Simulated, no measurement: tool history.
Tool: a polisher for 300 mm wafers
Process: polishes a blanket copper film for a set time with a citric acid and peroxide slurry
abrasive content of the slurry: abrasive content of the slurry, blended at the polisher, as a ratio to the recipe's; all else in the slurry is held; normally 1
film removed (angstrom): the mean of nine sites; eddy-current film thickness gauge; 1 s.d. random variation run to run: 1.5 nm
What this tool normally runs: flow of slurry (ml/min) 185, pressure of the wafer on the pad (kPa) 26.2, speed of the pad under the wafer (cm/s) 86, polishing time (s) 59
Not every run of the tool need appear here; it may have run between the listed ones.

run	hour	flow of slurry (ml/min)	pressure of the wafer on the pad (kPa)	speed of the pad under the wafer (cm/s)	abrasive content of the slurry	polishing time (s)	incoming thickness of the incoming film, nm	film removed (angstrom)
1	0	185	26.2	86	0.75	59	843	1382
2	8.4	185	26.2	86	0.75	59	827.8	1368
3	25.7	185	26.2	86	1	59	832.3	1450
4	39.9	185	26.2	86	1.25	59	833.2	1510
# hour 61.9: head pressure recalibrated
5	76.1	185	26.2	86	1.25	59	826.4	1491
# hour 80.5: worn pad replaced by a new one
# hour 80.5: slurry blender recalibrated
6	87.6	185	26.2	86	1	59	832.1	1448
7	105	185	26.2	86	1	59	821	1437
8	115.1	185	28.3	86	1	59	831.9	1535
9	131.4	185	28.3	86	1	59	829.4	1517
10	145.9	185	26.2	86	1	59	830.2	1372
# hour 171.8: worn pad replaced by a new one
# hour 181.4: slurry nozzle cleaned
11	187.8	185	26.2	86	1	59	825	1521
12	215.8	185	26.2	86	1	59	832.3	1490
13	232.3	185	26.2	86	0.85	59	837.7	1434
14	239.8	165	26.2	58	1	59	811.6	1058
15	248.4	185	26.2	86	1	59	817.6	1472
# hour 262.3: worn pad replaced by a new one
16	262.8	185	26.2	86	1	59	817.9	1544
17	269.8	185	19.3	100	1	59	841.7	1284
18	283.5	150	26.2	64	1.2	76	828.4	1510
19	301.8	185	26.2	86	0.7	76	836.9	1747
20	308	185	26.2	86	1	59	819	1514
21	315.3	185	29	64	1	59	843.7	1282
22	325.1	140	26.2	100	0.9	59	848.1	1572
23	335.9	185	34.5	86	1	46	826.9	1528
# hour 347.9: worn pad replaced by a new one
24	348.4	185	30.3	68	1.1	47	836.2	1167
25	351.7	130	26.2	86	0.75	59	840.1	1370
26	360.2	185	26.2	86	1	44	818.6	1109
27	376.1	185	26.2	86	1	59	846.2	1484
28	386.3	185	26.2	86	1	59	830.2	1470
29	403.7	140	26.2	100	0.9	59	814.8	1571

Exercise: give the hidden state of the tool at every run:
deviation of the head's pressure from its setpoint, %: 0 at every run
abrasive missing from the slurry, %: 0 at every run
H1: removal rate lost through wear of the pad, %
H2: slurry flow missing at the pad, %
run	H1	H2
1	1.23	19.2
2	1.66	20.3
3	2.54	22.7
4	3.27	24.8
5	5.12	30.5
6	0.505	32.5
7	1.39	35.6
8	1.91	37.4
9	2.74	40.5
10	3.48	43.4
11	1.57	2.36
12	3	2.64
13	3.84	2.98
14	4.22	3.18
15	4.66	3.44
16	0.075	3.95
17	0.433	4.24
18	1.13	4.87
19	2.07	5.86
20	2.38	6.23
21	2.76	6.69
22	3.26	7.34
23	3.81	8.12
24	0.559	9.1
25	0.727	9.36
26	1.16	10.1
27	1.97	11.5
28	2.5	12.5
29	3.38	14.3

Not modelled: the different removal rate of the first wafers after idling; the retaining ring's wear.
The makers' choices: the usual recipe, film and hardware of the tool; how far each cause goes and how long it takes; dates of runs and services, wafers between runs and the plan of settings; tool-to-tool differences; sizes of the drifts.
